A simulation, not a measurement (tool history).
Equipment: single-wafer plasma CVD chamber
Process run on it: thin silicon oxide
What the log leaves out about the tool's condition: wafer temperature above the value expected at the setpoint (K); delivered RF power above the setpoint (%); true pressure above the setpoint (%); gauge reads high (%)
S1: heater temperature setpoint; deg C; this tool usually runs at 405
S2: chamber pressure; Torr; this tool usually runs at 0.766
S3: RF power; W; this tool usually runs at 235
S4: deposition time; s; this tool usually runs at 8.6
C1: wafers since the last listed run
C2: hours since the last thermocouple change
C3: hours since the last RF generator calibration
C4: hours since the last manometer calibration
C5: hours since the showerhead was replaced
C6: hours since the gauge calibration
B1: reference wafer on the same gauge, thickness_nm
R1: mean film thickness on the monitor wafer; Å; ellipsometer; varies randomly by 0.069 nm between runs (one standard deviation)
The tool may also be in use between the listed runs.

run    hour   S1     S2   S3     S4    C1      C2     C3     C4      C5      C6      B1      R1
  1       0  405  0.838  235   9.07     0  1051.6  569.4  277.8    4879   662.4  11.726  144.27
  2    71.2  405  0.766  235    8.6  2211  1122.8  640.6    349  4950.2   733.6  11.692  125.48
  3   178.9  405  0.766  235    8.6  3344  1230.5  748.3  456.7  5057.9   841.3  11.657  124.62
  4   234.4  405  0.766  235    8.6  1723    1286  803.8  512.2  5113.4   896.8    11.7  123.99
      366.3  -- RF generator calibrated
  5   493.6  405  0.766  235    8.6  7801  1545.2  127.3  771.4  5372.6    1156  11.697   127.5
  6   575.3  405  0.868  235   8.25  2537  1626.9    209  853.1  5454.3  1237.7  11.685  135.27
  7   670.7  405  0.766  235    8.6  2962  1722.3  304.4  948.5  5549.7  1333.1  11.693  125.23
  8   718.4  405  0.766  210    8.6  1481    1770  352.1  996.2  5597.4  1380.8  11.735  120.25
      750.3  -- capacitance manometer re-zeroed and calibrated
  9   772.8  405  0.766  210    8.6  1440  1824.4  406.5   22.5  5651.8  1435.2  11.723  120.92
      837.2  -- thermocouple changed; heater temperature recalibrated
 10   872.4  405  0.766  235    8.6  2844    35.2  506.1  122.1  5751.4  1534.8  11.723  125.85
 11   974.3  405  0.838  235   9.07  3164   137.1    608    224  5853.3  1636.7  11.725   143.2
      997.6  -- gauge calibrated
 12  1020.8  411   0.83  205    8.6  1444   183.6  654.5  270.5  5899.8    23.2  11.688  127.61
     1037.9  -- showerhead replaced, of another model than before
 13    1068  410  0.766  235   9.64  1217   230.8  701.7  317.7    30.1    70.4   11.73  137.85
     1138.8  -- RF generator calibrated
 14  1158.4  411  0.869  250   7.38  2558   321.2   19.6  408.1   120.5   160.8   11.71   118.7
 15  1250.2  405  0.766  250  10.29  2850     413  111.4  499.9   212.3   252.6  11.718  155.67
 16  1343.3  405  0.766  235    8.6  2891   506.1  204.5    593   305.4   345.7  11.707  125.93
 17  1413.1  405  0.766  235   7.19  2167   575.9  274.3  662.8   375.2   415.5  11.684  105.83
 18  1507.1  410  0.707  220    8.6  2919   669.9  368.3  756.8   469.2   509.5  11.689  115.83

How would selected steps in R1 from run to run divide? Give the signed amount a tool lacking its hidden state would still show from settings, what came in and random variation, and the signed amount left for the hidden state, including any gauge scatter that is not in both of the compared results.
Run 13 -> 14: S1 410 -> 411, S2 0.766 -> 0.869, S3 235 -> 250, S4 9.64 -> 7.38, RF generator calibrated. R1 -19.15 Å: hidden state +4.86, all else -24.01.
Run 14 -> 15: S1 411 -> 405, S2 0.869 -> 0.766, S4 7.38 -> 10.29. R1 +36.97 Å: hidden state -0.69, all else +37.66.
